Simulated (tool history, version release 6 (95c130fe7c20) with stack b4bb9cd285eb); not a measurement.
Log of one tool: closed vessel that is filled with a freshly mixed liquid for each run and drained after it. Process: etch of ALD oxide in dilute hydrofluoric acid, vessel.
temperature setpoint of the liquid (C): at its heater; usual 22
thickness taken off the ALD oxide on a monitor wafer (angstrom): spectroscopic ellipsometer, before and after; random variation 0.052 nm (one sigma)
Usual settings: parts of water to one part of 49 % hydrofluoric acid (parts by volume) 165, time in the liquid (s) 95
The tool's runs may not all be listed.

run      day  temperature setpoint of the liquid (C)  parts of water to one part of 49 % hydrofluoric acid (parts by volume)  time in the liquid (s)  read-back film thickness of the ALD oxide reference wafer, read on the same gauge (nm)  thickness taken off the ALD oxide on a monitor wafer (angstrom)
  1        0                                      22                                                                     165                      95                                                                                   79.98                                                             87.5
  2     3.45                                      22                                                                     165                      95                                                                                   80.01                                                             88.1
  3    6.725                                      22                                                                     165                      95                                                                                   79.96                                                               89
  4    9.358                                      22                                                                     165                      95                                                                                      80                                                             88.7
  5   12.204                                      22                                                                     165                      95                                                                                      80                                                             88.9
  6   14.271                                      22                                                                     165                      95                                                                                   80.01                                                             88.3
      22.029  -- hydrofluoric acid flow meter replaced
  7   24.212                                    19.5                                                                     140                      95                                                                                   79.99                                                             93.3
  8   26.925                                      22                                                                     165                      95                                                                                   79.98                                                             85.4
  9   30.238                                      22                                                                     165                      95                                                                                      80                                                             86.1
 10   34.146                                      22                                                                     165                      95                                                                                   80.02                                                             87.2
 11   35.854                                      22                                                                     165                      70                                                                                      80                                                             63.4
 12   40.775                                      22                                                                     110                      95                                                                                   79.98                                                            139.2
 13   44.308                                      22                                                                     110                      95                                                                                   79.97                                                              139
 14   46.683                                      22                                                                     110                      95                                                                                   79.96                                                            139.5
 15   50.546                                      22                                                                     165                      95                                                                                   80.05                                                             87.3
      53.842  -- thermometer replaced
 16   53.958                                    20.5                                                                     130                      95                                                                                      80                                                            107.1
      54.525  -- gauge calibrated
 17   55.825                                    26.5                                                                     210                     120                                                                                   79.94                                                             95.5
 18   57.983                                    19.5                                                                     165                      95                                                                                   80.01                                                             78.9
 19   61.425                                      22                                                                     165                      95                                                                                   80.01                                                             86.5
      63.067  -- hydrofluoric acid flow meter replaced
 20    63.25                                      22                                                                     165                      95                                                                                   79.99                                                             84.5
 21   66.458                                      17                                                                      90                      70                                                                                   80.01                                                            101.7
 22   67.992                                      24                                                                     120                     110                                                                                   80.01                                                            155.7
 23   71.446                                      22                                                                     125                      55                                                                                   79.98                                                             69.6
 24   81.783                                    18.5                                                                     165                      65                                                                                   79.98                                                             51.5
 25   84.433                                      22                                                                     135                      95                                                                                      80                                                            109.8
 26   86.317                                      22                                                                     165                      95                                                                                   80.01                                                             86.8
 27   89.146                                      22                                                                     165                      95                                                                                   80.02                                                             87.4
 28   90.954                                    17.5                                                                     210                     135                                                                                   80.01                                                             79.5
 29   93.004                                      27                                                                     190                      80                                                                                   79.97                                                               76
 30   95.112                                      22                                                                     165                     125                                                                                   80.02                                                            117.1
 31   97.917                                      22                                                                      95                     135                                                                                   80.02                                                            239.1
 32  100.212                                      22                                                                     200                      95                                                                                   80.02                                                             71.2
 33  101.825                                      22                                                                     165                      95                                                                                   79.97                                                             89.7

Some steps in thickness taken off the ALD oxide on a monitor wafer (angstrom) between neighbouring runs. How much of each would the tool show without its hidden state too (settings, what came in, random variation), and how much is left for the hidden state, with any gauge scatter that isn't in both results?
The hidden state here: liquid hotter than its thermometer reads (K); hydrofluoric acid flow above the setpoint (%); gauge reads high (%).
Run 11 -> 12: parts of water to one part of 49 % hydrofluoric acid (parts by volume) 165 -> 110, time in the liquid (s) 70 -> 95. thickness taken off the ALD oxide on a monitor wafer (angstrom) +75.8: hidden state +3.9, all else +71.9.
Run 22 -> 23: temperature setpoint of the liquid (C) 24 -> 22, parts of water to one part of 49 % hydrofluoric acid (parts by volume) 120 -> 125, time in the liquid (s) 110 -> 55. thickness taken off the ALD oxide on a monitor wafer (angstrom) -86.1: hidden state -2, all else -84.1.
Run 30 -> 31: parts of water to one part of 49 % hydrofluoric acid (parts by volume) 165 -> 95, time in the liquid (s) 125 -> 135. thickness taken off the ALD oxide on a monitor wafer (angstrom) +122: hidden state +7.8, all else +114.2.
Run 31 -> 32: parts of water to one part of 49 % hydrofluoric acid (parts by volume) 95 -> 200, time in the liquid (s) 135 -> 95. thickness taken off the ALD oxide on a monitor wafer (angstrom) -167.9: hidden state -10, all else -157.9.

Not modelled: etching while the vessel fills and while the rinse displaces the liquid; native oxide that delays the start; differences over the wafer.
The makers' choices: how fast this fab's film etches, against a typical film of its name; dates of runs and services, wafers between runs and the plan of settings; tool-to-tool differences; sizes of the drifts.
